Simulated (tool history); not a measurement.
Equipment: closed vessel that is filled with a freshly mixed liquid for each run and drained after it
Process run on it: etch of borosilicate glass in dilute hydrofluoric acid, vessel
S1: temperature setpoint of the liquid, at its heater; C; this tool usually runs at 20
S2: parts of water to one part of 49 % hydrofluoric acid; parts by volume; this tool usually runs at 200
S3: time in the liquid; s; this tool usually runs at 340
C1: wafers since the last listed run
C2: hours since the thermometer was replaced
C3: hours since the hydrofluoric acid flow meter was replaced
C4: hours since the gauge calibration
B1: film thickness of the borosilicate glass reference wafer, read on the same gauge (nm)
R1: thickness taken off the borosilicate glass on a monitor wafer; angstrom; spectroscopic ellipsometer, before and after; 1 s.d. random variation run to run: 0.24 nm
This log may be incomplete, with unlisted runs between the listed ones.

run	hour	S1	S2	S3	C1	C2	C3	C4	B1	R1
1	0	20	160	340	0	1313.9	310	23.4	150.03	646.8
2	45.6	22	200	340	3162	1359.5	355.6	69	149.98	533.4
3	150.2	22	200	340	7253	1464.1	460.2	173.6	149.97	543.5
4	193.9	22	200	340	3030	1507.8	503.9	217.3	150.02	544.4
5	241.2	20	200	340	3280	1555.1	551.2	264.6	150.01	504.2
6	285	20	200	340	3037	1598.9	595	308.4	149.99	504.3
7	352.3	20	200	340	4667	1666.2	662.3	375.7	150.02	499.2
# hour 407: hydrofluoric acid flow meter replaced, repeated, since the last time left the tool worse
8	454.1	20	200	340	6990	1768	47.1	477.5	150.01	449.7
9	496.1	20	200	340	2912	1810	89.1	519.5	150.01	445
10	555.4	17	145	340	4112	1869.3	148.4	578.8	150	578.4
11	634.5	17	145	340	5485	1948.4	227.5	657.9	150.03	586.1
12	730.8	20	200	340	6678	2044.7	323.8	754.2	149.97	450.3
# hour 777.7: thermometer replaced
13	837.1	17	155	285	7302	59.4	430.1	860.5	150.01	455.1
14	908.8	17	285	340	4972	131.1	501.8	932.2	150.01	262.9
15	984.6	18.5	150	515	5256	206.9	577.6	1008	150.01	908.8
16	1036.4	17	200	190	3592	258.7	629.4	1059.8	149.99	225.7
17	1137.2	20	200	340	6990	359.5	730.2	1160.6	150.03	462.2
18	1216.3	20	200	340	5485	438.6	809.3	1239.7	150	463.5
19	1284.8	22.5	200	525	4750	507.1	877.8	1308.2	150.02	786.3
20	1391.3	20	200	280	7385	613.6	984.3	1414.7	150.02	382.8
21	1484.5	20	135	460	6463	706.8	1077.5	1507.9	149.98	989
22	1553.9	17	200	340	4812	776.2	1146.9	1577.3	150.01	420.2
23	1597.8	23	110	515	3044	820.1	1190.8	1621.2	150	1601.3
24	1641.2	20	200	340	3009	863.5	1234.2	1664.6	150	472.5
25	1697.4	21.5	295	215	3897	919.7	1290.4	1720.8	150.01	195.9
26	1739.7	20	200	450	2933	962	1332.7	1763.1	150	627
# hour 1754.1: hydrofluoric acid flow meter replaced
27	1809	20	200	340	4736	1031.3	54.9	1832.4	149.99	444.9
28	1890.5	20	200	475	5651	1112.8	136.4	1913.9	149.98	623.4
29	1985.5	20	240	455	6588	1207.8	231.4	2008.9	150	483.6
30	2078.6	20	200	340	6456	1300.9	324.5	2102	150.01	450.1
31	2119.8	23	175	165	2857	1342.1	365.7	2143.2	150.03	289.6
32	2166.4	20	100	415	3231	1388.7	412.3	2189.8	150	1224.8
33	2243.8	20	200	440	5367	1466.1	489.7	2267.2	150.03	591.2

Forecast each of these 3 alternatives for the next run:
A	2244.5	20	200	340	48	1466.8	490.4	2267.9	?	?
B	2244.5	20	200	430	48	1466.8	490.4	2267.9	?	?
C	2244.5	22	135	505	48	1466.8	490.4	2267.9	?	?

run	B1	R1
A	150.04	452.8
B	150.04	572.6
C	150.04	1151.4
The same runs, with their run-to-run variation unchanged, on a tool lacking any hidden condition would have given:
run	R1
A	438.6
B	554.8
C	1116.8

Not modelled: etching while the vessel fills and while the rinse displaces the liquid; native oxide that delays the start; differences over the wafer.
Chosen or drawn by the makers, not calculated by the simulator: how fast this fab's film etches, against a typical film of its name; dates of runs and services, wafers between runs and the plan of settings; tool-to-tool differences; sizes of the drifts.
